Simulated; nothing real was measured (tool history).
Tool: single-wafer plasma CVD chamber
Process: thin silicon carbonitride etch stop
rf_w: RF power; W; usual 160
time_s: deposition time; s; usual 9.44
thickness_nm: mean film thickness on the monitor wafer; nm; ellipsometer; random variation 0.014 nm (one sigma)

| run | hour | rf_w | time_s | wafers since the last listed run | hours since the last thermocouple change | hours since the last RF generator calibration | hours since the showerhead was replaced | hours since the gauge calibration | read-back reference wafer on the same gauge, thickness_nm | thickness_nm |
|---|---|---|---|---|---|---|---|---|---|---|
| 1 | 0 | 160 | 9.44 | 0 | 1025.8 | 672.4 | 5383 | 86.9 | 5.932 | 4.919 |
| 2 | 10.6 | 145 | 10.51 | 357 | 1036.4 | 683 | 5393.6 | 97.5 | 5.93 | 5.302 |
| 3 | 22.9 | 160 | 9.44 | 414 | 1048.7 | 695.3 | 5405.9 | 109.8 | 5.931 | 4.896 |
| 4 | 33.4 | 150 | 8.01 | 354 | 1059.2 | 705.8 | 5416.4 | 120.3 | 5.928 | 4.085 |
| 5 | 41.8 | 150 | 8.01 | 283 | 1067.6 | 714.2 | 5424.8 | 128.7 | 5.927 | 4.108 |
| 6 | 52.9 | 160 | 9.44 | 374 | 1078.7 | 725.3 | 5435.9 | 139.8 | 5.929 | 4.89 |
| 7 | 68.9 | 160 | 9.44 | 539 | 1094.7 | 741.3 | 5451.9 | 155.8 | 5.928 | 4.939 |
| 8 | 82.1 | 160 | 9.44 | 445 | 1107.9 | 754.5 | 5465.1 | 169 | 5.929 | 4.898 |
| 9 | 94.5 | 145 | 10.73 | 418 | 1120.3 | 766.9 | 5477.5 | 181.4 | 5.932 | 5.428 |
| 10 | 110.3 | 145 | 10.73 | 533 | 1136.1 | 782.7 | 5493.3 | 197.2 | 5.931 | 5.438 |
| 11 | 118.9 | 145 | 10.73 | 290 | 1144.7 | 791.3 | 5501.9 | 205.8 | 5.929 | 5.414 |
| 12 | 128 | 160 | 8.33 | 307 | 1153.8 | 800.4 | 5511 | 214.9 | 5.934 | 4.304 |
| 13 | 143.6 | 160 | 8.33 | 526 | 1169.4 | 816 | 5526.6 | 230.5 | 5.928 | 4.324 |
| 14 | 158.1 | 160 | 9.44 | 489 | 1183.9 | 830.5 | 5541.1 | 245 | 5.934 | 4.9 |
|  | 167.2 | thermocouple changed; heater temperature recalibrated |
| 15 | 176.1 | 160 | 9.44 | 337 | 8.9 | 848.5 | 5559.1 | 263 | 5.929 | 4.901 |
| 16 | 190 | 145 | 9.44 | 468 | 22.8 | 862.4 | 5573 | 276.9 | 5.928 | 4.76 |
| 17 | 203.5 | 145 | 9.44 | 455 | 36.3 | 875.9 | 5586.5 | 290.4 | 5.931 | 4.76 |
| 18 | 217.1 | 140 | 7.76 | 458 | 49.9 | 889.5 | 5600.1 | 304 | 5.932 | 3.868 |
| 19 | 260.8 | 145 | 8.3 | 1474 | 93.6 | 933.2 | 5643.8 | 347.7 | 5.929 | 4.174 |
| 20 | 267.8 | 185 | 10.02 | 236 | 100.6 | 940.2 | 5650.8 | 354.7 | 5.927 | 5.399 |
| 21 | 282.7 | 160 | 9.44 | 502 | 115.5 | 955.1 | 5665.7 | 369.6 | 5.931 | 4.895 |
| 22 | 292.9 | 170 | 10.51 | 344 | 125.7 | 965.3 | 5675.9 | 379.8 | 5.929 | 5.549 |
| 23 | 309.2 | 160 | 9.44 | 549 | 142 | 981.6 | 5692.2 | 396.1 | 5.93 | 4.878 |
|  | 345.2 | RF generator calibrated |
| 24 | 345.7 | 180 | 8.38 | 961 | 178.5 | 0.5 | 5728.7 | 432.6 | 5.93 | 4.61 |
| 25 | 362.7 | 160 | 10.78 | 573 | 195.5 | 17.5 | 5745.7 | 449.6 | 5.932 | 5.741 |
| 26 | 373.6 | 180 | 7.83 | 367 | 206.4 | 28.4 | 5756.6 | 460.5 | 5.928 | 4.295 |
| 27 | 379.8 | 135 | 9.44 | 209 | 212.6 | 34.6 | 5762.8 | 466.7 | 5.927 | 4.76 |
| 28 | 387.6 | 135 | 8.24 | 263 | 220.4 | 42.4 | 5770.6 | 474.5 | 5.932 | 4.163 |
|  | 397 | showerhead replaced |
| 29 | 397.5 | 145 | 11.01 | 64 | 230.3 | 52.3 | 0.5 | 484.4 | 5.933 | 5.669 |
| 30 | 406.3 | 185 | 10.02 | 296 | 239.1 | 61.1 | 9.3 | 493.2 | 5.927 | 5.553 |
|  | 415.4 | gauge calibrated |
| 31 | 443.7 | 130 | 8.15 | 1261 | 276.5 | 98.5 | 46.7 | 28.3 | 5.93 | 4.073 |
| 32 | 488.5 | 180 | 7.83 | 1511 | 321.3 | 143.3 | 91.5 | 73.1 | 5.934 | 4.29 |
| 33 | 499.8 | 175 | 9.44 | 381 | 332.6 | 154.6 | 102.8 | 84.4 | 5.929 | 5.165 |
| 34 | 510.2 | 180 | 9.98 | 350 | 343 | 165 | 113.2 | 94.8 | 5.93 | 5.461 |
| 35 | 517.8 | 160 | 9.44 | 256 | 350.6 | 172.6 | 120.8 | 102.4 | 5.93 | 5.009 |
| 36 | 525.1 | 190 | 7.67 | 246 | 357.9 | 179.9 | 128.1 | 109.7 | 5.928 | 4.261 |

4 ways to go on from here, each from the tool as it stands after run 36. What would each give?
| A | 525.5 | 160 | 8.35 | 13 | 358.3 | 180.3 | 128.5 | 110.1 | ? | ? |
| B | 525.5 | 160 | 10.77 | 13 | 358.3 | 180.3 | 128.5 | 110.1 | ? | ? |
| C | 525.5 | 135 | 8.03 | 13 | 358.3 | 180.3 | 128.5 | 110.1 | ? | ? |
| D | 525.5 | 170 | 10.38 | 13 | 358.3 | 180.3 | 128.5 | 110.1 | ? | ? |

| run | read-back reference wafer on the same gauge, thickness_nm | thickness_nm |
|---|---|---|
| A | 5.932 | 4.405 |
| B | 5.932 | 5.682 |
| C | 5.932 | 4.027 |
| D | 5.932 | 5.576 |
Without the tool's hidden state the same runs would have given:
| run | thickness_nm |
|---|---|
| A | 4.425 |
| B | 5.708 |
| C | 4.045 |
| D | 5.602 |

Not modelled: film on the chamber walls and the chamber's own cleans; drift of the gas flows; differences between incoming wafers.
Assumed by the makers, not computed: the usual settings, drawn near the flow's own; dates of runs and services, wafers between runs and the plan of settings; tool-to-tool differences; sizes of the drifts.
